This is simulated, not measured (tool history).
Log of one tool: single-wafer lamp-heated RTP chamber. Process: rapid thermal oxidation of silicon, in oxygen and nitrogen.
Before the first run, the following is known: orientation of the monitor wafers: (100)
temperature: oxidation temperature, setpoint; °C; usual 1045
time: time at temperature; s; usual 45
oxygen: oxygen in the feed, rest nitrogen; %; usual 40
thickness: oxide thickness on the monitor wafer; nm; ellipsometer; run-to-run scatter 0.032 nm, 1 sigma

| run | day | temperature | time | oxygen | wafers since the last listed run | wafers since the last pyrometer calibration | hours since the oxygen flow controller was replaced | hours since the gauge calibration | read-back reference wafer on the same gauge, thickness | thickness |
|---|---|---|---|---|---|---|---|---|---|---|
| 1 | 0.000 | 1045 | 45 | 63 | 0 | 3766 | 2938.7 | 984.7 | 6.529 | 6.562 |
| 2 | 6.875 | 1045 | 45 | 63 | 1858 | 5625 | 3103.7 | 1149.7 | 6.529 | 6.485 |
| 3 | 10.271 | 1045 | 45 | 40 | 918 | 6543 | 3185.2 | 1231.2 | 6.525 | 5.561 |
| 4 | 13.217 | 1045 | 45 | 40 | 796 | 7340 | 3255.9 | 1301.9 | 6.526 | 5.539 |
| 5 | 17.354 | 1045 | 27 | 40 | 1118 | 8458 | 3355.2 | 1401.2 | 6.531 | 4.518 |
|  | 19.175 | pyrometer window cleaned and pyrometer calibrated |
| 6 | 21.962 | 1045 | 45 | 40 | 1155 | 753 | 3465.8 | 1511.8 | 6.534 | 5.517 |
| 7 | 24.425 | 1045 | 45 | 40 | 665 | 1419 | 3524.9 | 1570.9 | 6.525 | 5.589 |
| 8 | 29.358 | 1045 | 45 | 40 | 1333 | 2753 | 3643.3 | 1689.3 | 6.521 | 5.566 |
| 9 | 31.821 | 1045 | 45 | 60 | 665 | 3419 | 3702.4 | 1748.4 | 6.530 | 6.463 |
| 10 | 35.229 | 1045 | 45 | 60 | 921 | 4340 | 3784.2 | 1830.2 | 6.526 | 6.430 |
| 11 | 37.438 | 1045 | 45 | 60 | 597 | 4937 | 3837.2 | 1883.2 | 6.525 | 6.408 |
|  | 40.925 | oxygen flow controller replaced |
| 12 | 41.088 | 1045 | 45 | 40 | 896 | 5834 | 3.9 | 1970.8 | 6.526 | 5.593 |
| 13 | 43.704 | 1045 | 45 | 40 | 707 | 6542 | 66.7 | 2033.6 | 6.537 | 5.581 |
|  | 44.762 | pyrometer window cleaned and pyrometer calibrated |
| 14 | 47.700 | 1045 | 45 | 40 | 990 | 793 | 162.6 | 2129.5 | 6.527 | 5.530 |
| 15 | 50.317 | 1045 | 45 | 40 | 707 | 1501 | 225.4 | 2192.3 | 6.528 | 5.565 |
| 16 | 63.454 | 1045 | 51 | 52 | 3552 | 5053 | 540.7 | 2507.6 | 6.527 | 6.472 |
| 17 | 66.821 | 1045 | 45 | 40 | 910 | 5963 | 621.5 | 2588.4 | 6.531 | 5.556 |
| 18 | 70.362 | 1036 | 45 | 40 | 957 | 6921 | 706.5 | 2673.4 | 6.528 | 5.240 |
| 19 | 74.567 | 1062 | 45 | 40 | 1136 | 8057 | 807.4 | 2774.3 | 6.528 | 6.221 |
|  | 76.692 | pyrometer window cleaned and pyrometer calibrated |
| 20 | 77.479 | 1067 | 34 | 31 | 697 | 213 | 877.3 | 2844.2 | 6.528 | 5.285 |
| 21 | 80.517 | 1045 | 45 | 40 | 821 | 1034 | 950.2 | 2917.1 | 6.530 | 5.590 |
| 22 | 83.750 | 1058 | 35 | 48 | 874 | 1908 | 1027.8 | 2994.7 | 6.529 | 5.833 |
| 23 | 87.046 | 1045 | 45 | 40 | 891 | 2800 | 1106.9 | 3073.8 | 6.529 | 5.571 |
|  | 90.342 | gauge calibrated |
| 24 | 90.738 | 1045 | 45 | 40 | 998 | 3798 | 1195.5 | 9.5 | 6.522 | 5.548 |
| 25 | 94.596 | 1045 | 58 | 40 | 1043 | 4841 | 1288.1 | 102.1 | 6.535 | 6.233 |
| 26 | 96.167 | 1068 | 67 | 58 | 424 | 5266 | 1325.8 | 139.8 | 6.529 | 8.778 |
| 27 | 99.842 | 1057 | 45 | 40 | 993 | 6259 | 1414.0 | 228.0 | 6.519 | 6.061 |

What will run 28 give?
| 28 | 101.554 | 1045 | 45 | 40 | 463 | 6722 | 1455.1 | 269.1 | ? | ? |

read-back reference wafer on the same gauge, thickness: 6.524
thickness: 5.573 nm
Without the tool's hidden state the same run would have given thickness 5.573 nm.
